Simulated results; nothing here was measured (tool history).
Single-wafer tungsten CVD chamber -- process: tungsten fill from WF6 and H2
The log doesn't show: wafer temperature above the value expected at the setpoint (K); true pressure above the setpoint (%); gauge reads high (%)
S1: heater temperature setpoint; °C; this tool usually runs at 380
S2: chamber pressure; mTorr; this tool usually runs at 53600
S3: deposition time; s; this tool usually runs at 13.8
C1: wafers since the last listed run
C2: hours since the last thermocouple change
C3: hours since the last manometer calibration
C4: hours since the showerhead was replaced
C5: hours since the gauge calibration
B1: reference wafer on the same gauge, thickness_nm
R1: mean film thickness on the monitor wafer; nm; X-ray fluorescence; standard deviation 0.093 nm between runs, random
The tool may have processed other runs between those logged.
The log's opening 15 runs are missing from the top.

Run 16, day 50.850: usual settings but S1 376 °C, S2 58500 mTorr, S3 15.0 s; C1 1651; C2 763.3; C3 188.8; C4 3182.8; C5 436.1; B1 39.634. Result: R1 34.409 nm.
Run 17, day 55.046: usual settings but S2 65700 mTorr, S3 15.8 s; C1 3903; C2 864.0; C3 289.5; C4 3283.5; C5 536.8; B1 39.539. Result: R1 40.890 nm.
Run 18, day 68.029: usual settings; C1 12078; C2 1175.6; C3 601.1; C4 3595.1; C5 848.4; B1 39.407. Result: R1 33.753 nm.
Run 19, day 80.162: usual settings but S1 365 °C, S2 48300 mTorr, S3 12.2 s; C1 11287; C2 1466.8; C3 892.3; C4 3886.3; C5 1139.6; B1 39.187. Result: R1 20.404 nm.
Run 20, day 81.775: usual settings but S2 62400 mTorr; C1 1500; C2 1505.5; C3 931.0; C4 3925.0; C5 1178.3; B1 39.179. Result: R1 34.747 nm.
Run 21, day 86.146: usual settings; C1 4066; C2 1610.4; C3 1035.9; C4 4029.9; C5 1283.2; B1 39.094. Result: R1 33.725 nm.
Run 22, day 88.242: usual settings but S1 374 °C, S2 46600 mTorr, S3 15.3 s; C1 1949; C2 1660.7; C3 1086.2; C4 4080.2; C5 1333.5; B1 39.086. Result: R1 31.492 nm.
At day 91.008: gauge calibrated.
Run 23, day 92.112: usual settings but S2 66300 mTorr, S3 11.9 s; C1 3601; C2 1753.6; C3 1179.1; C4 4173.1; C5 26.5; B1 39.865. Result: R1 31.047 nm.
At day 95.288: thermocouple changed; heater temperature recalibrated.
Run 24, day 95.767: usual settings but S3 16.0 s; C1 3089; C2 11.5; C3 1266.8; C4 4260.8; C5 114.2; B1 39.851. Result: R1 39.669 nm.
At day 97.308: showerhead replaced.
Run 25, day 104.775: usual settings but S1 389 °C; C1 8070; C2 227.7; C3 1483.0; C4 179.2; C5 330.4; B1 39.695. Result: R1 42.193 nm.
Run 26, day 107.338: usual settings but S3 12.6 s; C1 2383; C2 289.2; C3 1544.5; C4 240.7; C5 391.9; B1 39.657. Result: R1 31.032 nm.
Run 27, day 119.238: usual settings but S1 374 °C, S3 12.5 s; C1 11070; C2 574.8; C3 1830.1; C4 526.3; C5 677.5; B1 39.488. Result: R1 26.757 nm.

Run 28 comes next. What will it give?
Run 28, day 121.112: usual settings but S1 394 °C, S2 57900 mTorr, S3 12.0 s; C1 1744; C2 619.8; C3 1875.1; C4 571.3; C5 722.5; B1 ?. Result: R1 ?.

Logged for run 28: B1 39.439, R1 41.186 nm.
If the tool had no hidden condition, the same run with the same run-to-run variation would have returned R1 41.646 nm.
